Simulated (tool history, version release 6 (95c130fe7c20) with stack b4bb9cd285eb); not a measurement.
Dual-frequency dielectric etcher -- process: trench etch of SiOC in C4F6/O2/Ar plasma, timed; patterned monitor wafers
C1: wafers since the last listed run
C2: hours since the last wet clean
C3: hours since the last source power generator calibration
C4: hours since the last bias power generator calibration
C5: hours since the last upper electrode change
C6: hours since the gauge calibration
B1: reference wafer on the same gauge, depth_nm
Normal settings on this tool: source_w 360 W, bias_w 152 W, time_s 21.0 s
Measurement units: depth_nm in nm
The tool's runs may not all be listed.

{"run": 1, "hour": 0.0, "source_w": 360, "bias_w": 152, "time_s": 21.0, "C1": 0, "C2": 108.7, "C3": 3337.7, "C4": 2128.8, "C5": 1980.7, "C6": 1776.9, "B1": 40.89, "depth_nm": 41.38}
{"run": 2, "hour": 67.8, "source_w": 330, "bias_w": 152, "time_s": 21.0, "C1": 1442, "C2": 176.5, "C3": 3405.5, "C4": 2196.6, "C5": 2048.5, "C6": 1844.7, "B1": 40.95, "depth_nm": 40.21}
{"run": 3, "hour": 127.7, "source_w": 330, "bias_w": 152, "time_s": 21.0, "C1": 1274, "C2": 236.4, "C3": 3465.4, "C4": 2256.5, "C5": 2108.4, "C6": 1904.6, "B1": 40.93, "depth_nm": 40.21}
{"run": 4, "hour": 166.6, "source_w": 360, "bias_w": 143, "time_s": 21.0, "C1": 827, "C2": 275.3, "C3": 3504.3, "C4": 2295.4, "C5": 2147.3, "C6": 1943.5, "B1": 40.86, "depth_nm": 40.34}
{"run": 5, "hour": 221.5, "source_w": 360, "bias_w": 143, "time_s": 21.0, "C1": 1168, "C2": 330.2, "C3": 3559.2, "C4": 2350.3, "C5": 2202.2, "C6": 1998.4, "B1": 40.98, "depth_nm": 40.57}
{"run": 6, "hour": 248.4, "source_w": 360, "bias_w": 143, "time_s": 21.0, "C1": 572, "C2": 357.1, "C3": 3586.1, "C4": 2377.2, "C5": 2229.1, "C6": 2025.3, "B1": 40.93, "depth_nm": 40.63}
{"hour": 265.3, "done": "bias power generator calibrated"}
{"hour": 273.9, "done": "wet clean of the chamber"}
{"run": 7, "hour": 284.0, "source_w": 360, "bias_w": 137, "time_s": 21.0, "C1": 489, "C2": 10.1, "C3": 3621.7, "C4": 18.7, "C5": 2264.7, "C6": 2060.9, "B1": 40.9, "depth_nm": 39.07}
{"run": 8, "hour": 324.5, "source_w": 360, "bias_w": 152, "time_s": 21.0, "C1": 861, "C2": 50.6, "C3": 3662.2, "C4": 59.2, "C5": 2305.2, "C6": 2101.4, "B1": 40.87, "depth_nm": 41.15}
{"run": 9, "hour": 381.3, "source_w": 360, "bias_w": 152, "time_s": 21.0, "C1": 1208, "C2": 107.4, "C3": 3719.0, "C4": 116.0, "C5": 2362.0, "C6": 2158.2, "B1": 40.91, "depth_nm": 40.68}
{"hour": 412.1, "done": "gauge calibrated"}
{"run": 10, "hour": 434.9, "source_w": 360, "bias_w": 152, "time_s": 21.0, "C1": 1140, "C2": 161.0, "C3": 3772.6, "C4": 169.6, "C5": 2415.6, "C6": 22.8, "B1": 40.9, "depth_nm": 41.08}
{"hour": 508.2, "done": "upper electrode replaced"}
{"run": 11, "hour": 508.7, "source_w": 430, "bias_w": 152, "time_s": 26.5, "C1": 1059, "C2": 234.8, "C3": 3846.4, "C4": 243.4, "C5": 0.5, "C6": 96.6, "B1": 40.91, "depth_nm": 55.71}
{"run": 12, "hour": 565.3, "source_w": 430, "bias_w": 152, "time_s": 26.5, "C1": 1204, "C2": 291.4, "C3": 3903.0, "C4": 300.0, "C5": 57.1, "C6": 153.2, "B1": 40.84, "depth_nm": 55.32}
{"run": 13, "hour": 599.9, "source_w": 360, "bias_w": 126, "time_s": 25.5, "C1": 736, "C2": 326.0, "C3": 3937.6, "C4": 334.6, "C5": 91.7, "C6": 187.8, "B1": 40.91, "depth_nm": 45.46}
{"run": 14, "hour": 659.9, "source_w": 390, "bias_w": 134, "time_s": 15.0, "C1": 1276, "C2": 386.0, "C3": 3997.6, "C4": 394.6, "C5": 151.7, "C6": 247.8, "B1": 40.87, "depth_nm": 28.53}
{"run": 15, "hour": 708.8, "source_w": 390, "bias_w": 152, "time_s": 21.0, "C1": 1040, "C2": 434.9, "C3": 4046.5, "C4": 443.5, "C5": 200.6, "C6": 296.7, "B1": 40.9, "depth_nm": 42.23}
{"hour": 736.4, "done": "wet clean of the chamber"}
{"run": 16, "hour": 736.9, "source_w": 360, "bias_w": 152, "time_s": 21.0, "C1": 87, "C2": 0.5, "C3": 4074.6, "C4": 471.6, "C5": 228.7, "C6": 324.8, "B1": 40.97, "depth_nm": 41.54}
{"run": 17, "hour": 783.3, "source_w": 310, "bias_w": 152, "time_s": 16.0, "C1": 987, "C2": 46.9, "C3": 4121.0, "C4": 518.0, "C5": 275.1, "C6": 371.2, "B1": 40.91, "depth_nm": 29.62}
{"run": 18, "hour": 821.8, "source_w": 430, "bias_w": 129, "time_s": 21.0, "C1": 819, "C2": 85.4, "C3": 4159.5, "C4": 556.5, "C5": 313.6, "C6": 409.7, "B1": 40.85, "depth_nm": 41.09}
{"run": 19, "hour": 854.8, "source_w": 330, "bias_w": 152, "time_s": 25.0, "C1": 702, "C2": 118.4, "C3": 4192.5, "C4": 589.5, "C5": 346.6, "C6": 442.7, "B1": 40.83, "depth_nm": 47.72}
{"run": 20, "hour": 910.5, "source_w": 320, "bias_w": 152, "time_s": 17.0, "C1": 1185, "C2": 174.1, "C3": 4248.2, "C4": 645.2, "C5": 402.3, "C6": 498.4, "B1": 40.99, "depth_nm": 32.02}
{"run": 21, "hour": 938.0, "source_w": 410, "bias_w": 167, "time_s": 22.5, "C1": 585, "C2": 201.6, "C3": 4275.7, "C4": 672.7, "C5": 429.8, "C6": 525.9, "B1": 40.86, "depth_nm": 48.27}
{"hour": 956.8, "done": "source power generator calibrated"}
{"run": 22, "hour": 980.5, "source_w": 360, "bias_w": 152, "time_s": 21.0, "C1": 819, "C2": 244.1, "C3": 23.7, "C4": 715.2, "C5": 472.3, "C6": 568.4, "B1": 40.92, "depth_nm": 41.45}
{"run": 23, "hour": 1023.8, "source_w": 360, "bias_w": 152, "time_s": 26.0, "C1": 921, "C2": 287.4, "C3": 67.0, "C4": 758.5, "C5": 515.6, "C6": 611.7, "B1": 40.86, "depth_nm": 51.29}
{"run": 24, "hour": 1085.9, "source_w": 430, "bias_w": 166, "time_s": 24.0, "C1": 1321, "C2": 349.5, "C3": 129.1, "C4": 820.6, "C5": 577.7, "C6": 673.8, "B1": 40.85, "depth_nm": 52.26}
{"hour": 1121.0, "done": "wet clean of the chamber"}
{"run": 25, "hour": 1130.0, "source_w": 340, "bias_w": 152, "time_s": 21.0, "C1": 427, "C2": 9.0, "C3": 173.2, "C4": 864.7, "C5": 621.8, "C6": 717.9, "B1": 40.89, "depth_nm": 40.33}
{"run": 26, "hour": 1196.8, "source_w": 360, "bias_w": 152, "time_s": 21.0, "C1": 1421, "C2": 75.8, "C3": 240.0, "C4": 931.5, "C5": 688.6, "C6": 784.7, "B1": 40.89, "depth_nm": 41.51}
{"run": 27, "hour": 1262.6, "source_w": 320, "bias_w": 139, "time_s": 17.0, "C1": 1400, "C2": 141.6, "C3": 305.8, "C4": 997.3, "C5": 754.4, "C6": 850.5, "B1": 40.9, "depth_nm": 30.69}
{"run": 28, "hour": 1314.8, "source_w": 340, "bias_w": 152, "time_s": 21.0, "C1": 1110, "C2": 193.8, "C3": 358.0, "C4": 1049.5, "C5": 806.6, "C6": 902.7, "B1": 40.97, "depth_nm": 40.44}
{"run": 29, "hour": 1349.5, "source_w": 360, "bias_w": 152, "time_s": 21.0, "C1": 738, "C2": 228.5, "C3": 392.7, "C4": 1084.2, "C5": 841.3, "C6": 937.4, "B1": 40.85, "depth_nm": 41.44}

The tool's hidden state at each run:
etch rate over this chamber's usual, %: 0, the same for each run
source power that arrives over what is set, %: 0, the same for each run
gauge reads high (%): 0, the same for each run
H1: bias power that arrives over what is set, %
run=1 H1=5.3
run=2 H1=5.33
run=3 H1=5.36
run=4 H1=5.38
run=5 H1=5.4
run=6 H1=5.41
run=7 H1=0.35
run=8 H1=0.59
run=9 H1=0.907
run=10 H1=1.19
run=11 H1=1.55
run=12 H1=1.8
run=13 H1=1.95
run=14 H1=2.19
run=15 H1=2.38
run=16 H1=2.48
run=17 H1=2.64
run=18 H1=2.76
run=19 H1=2.87
run=20 H1=3.04
run=21 H1=3.11
run=22 H1=3.23
run=23 H1=3.34
run=24 H1=3.49
run=25 H1=3.6
run=26 H1=3.74
run=27 H1=3.87
run=28 H1=3.97
run=29 H1=4.03
